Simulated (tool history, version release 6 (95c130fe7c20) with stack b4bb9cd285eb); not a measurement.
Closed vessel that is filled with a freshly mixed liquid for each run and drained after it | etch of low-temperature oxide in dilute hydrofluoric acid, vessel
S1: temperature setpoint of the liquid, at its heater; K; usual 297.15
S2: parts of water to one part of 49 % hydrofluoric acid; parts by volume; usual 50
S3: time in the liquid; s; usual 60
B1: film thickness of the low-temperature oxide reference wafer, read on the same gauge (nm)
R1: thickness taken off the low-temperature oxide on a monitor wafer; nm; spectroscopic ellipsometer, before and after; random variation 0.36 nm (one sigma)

| run | hour | S1 | S2 | S3 | B1 | R1 |
|---|---|---|---|---|---|---|
| 1 | 0 | 297.15 | 50 | 60 | 30.04 | 36.45 |
| 2 | 48 | 297.15 | 50 | 60 | 30 | 36.89 |
| 3 | 257.8 | 297.15 | 55 | 35 | 29.95 | 18.8 |
| 4 | 312 | 297.15 | 55 | 35 | 30.02 | 19.16 |
| 5 | 343.5 | 297.15 | 55 | 35 | 30.02 | 18.74 |
| 6 | 406.5 | 297.15 | 60 | 60 | 29.97 | 29.05 |
| 7 | 453.8 | 297.15 | 60 | 60 | 29.98 | 29 |
|  | 477.2 | gauge calibrated |
| 8 | 482.2 | 297.15 | 60 | 60 | 30 | 28.94 |
| 9 | 526.1 | 298.65 | 50 | 60 | 29.97 | 37.55 |
| 10 | 581.2 | 298.65 | 50 | 60 | 29.98 | 37.59 |
| 11 | 652.2 | 297.15 | 50 | 60 | 30 | 35.88 |
| 12 | 689.8 | 297.15 | 50 | 60 | 29.97 | 35.2 |
| 13 | 749.4 | 297.15 | 50 | 60 | 29.96 | 35.76 |
| 14 | 773.5 | 297.15 | 50 | 60 | 30.04 | 35.57 |
| 15 | 970.6 | 297.15 | 50 | 60 | 29.99 | 35.15 |
| 16 | 1007.4 | 298.65 | 65 | 85 | 30.01 | 39.01 |
|  | 1064.9 | hydrofluoric acid flow meter replaced |
|  | 1067.6 | thermometer replaced |
| 17 | 1078 | 297.15 | 55 | 35 | 29.98 | 19.18 |
| 18 | 1142.6 | 297.15 | 45 | 60 | 29.97 | 41.12 |
| 19 | 1191.3 | 300.65 | 40 | 45 | 29.98 | 40.96 |
| 20 | 1219.7 | 297.15 | 50 | 60 | 30 | 37.2 |
| 21 | 1250.9 | 297.15 | 50 | 60 | 30.01 | 36.93 |
| 22 | 1310.4 | 297.15 | 60 | 85 | 30.02 | 42.44 |
| 23 | 1434.8 | 293.65 | 30 | 95 | 30.01 | 84.51 |
| 24 | 1462.3 | 295.15 | 50 | 40 | 30.03 | 22.5 |
| 25 | 1488.9 | 299.15 | 50 | 80 | 30.02 | 52.55 |
| 26 | 1560.3 | 297.15 | 50 | 60 | 30.05 | 37.08 |
| 27 | 1611.7 | 300.15 | 50 | 40 | 29.98 | 26.65 |
| 28 | 1636.3 | 294.15 | 40 | 75 | 29.99 | 50.17 |
| 29 | 1673.4 | 297.15 | 50 | 60 | 30.04 | 36.5 |
| 30 | 1714.9 | 297.15 | 50 | 60 | 30.02 | 36.07 |
| 31 | 1754.6 | 298.65 | 40 | 30 | 30 | 23.98 |
| 32 | 1807.8 | 297.15 | 65 | 60 | 30.01 | 26.75 |

4 ways to go on from here, each from the tool as it stands after run 32. What would each give?
| A | 1808.5 | 297.15 | 50 | 60 | ? | ? |
| B | 1808.5 | 300.15 | 50 | 95 | ? | ? |
| C | 1808.5 | 297.15 | 75 | 60 | ? | ? |
| D | 1808.5 | 295.15 | 50 | 45 | ? | ? |

| run | B1 | R1 |
|---|---|---|
| A | 29.98 | 35.6 |
| B | 29.98 | 63.66 |
| C | 29.98 | 22.95 |
| D | 29.98 | 24.57 |
Without the tool's hidden state the same runs would have given:
| run | R1 |
|---|---|
| A | 36.9 |
| B | 66 |
| C | 23.81 |
| D | 25.47 |
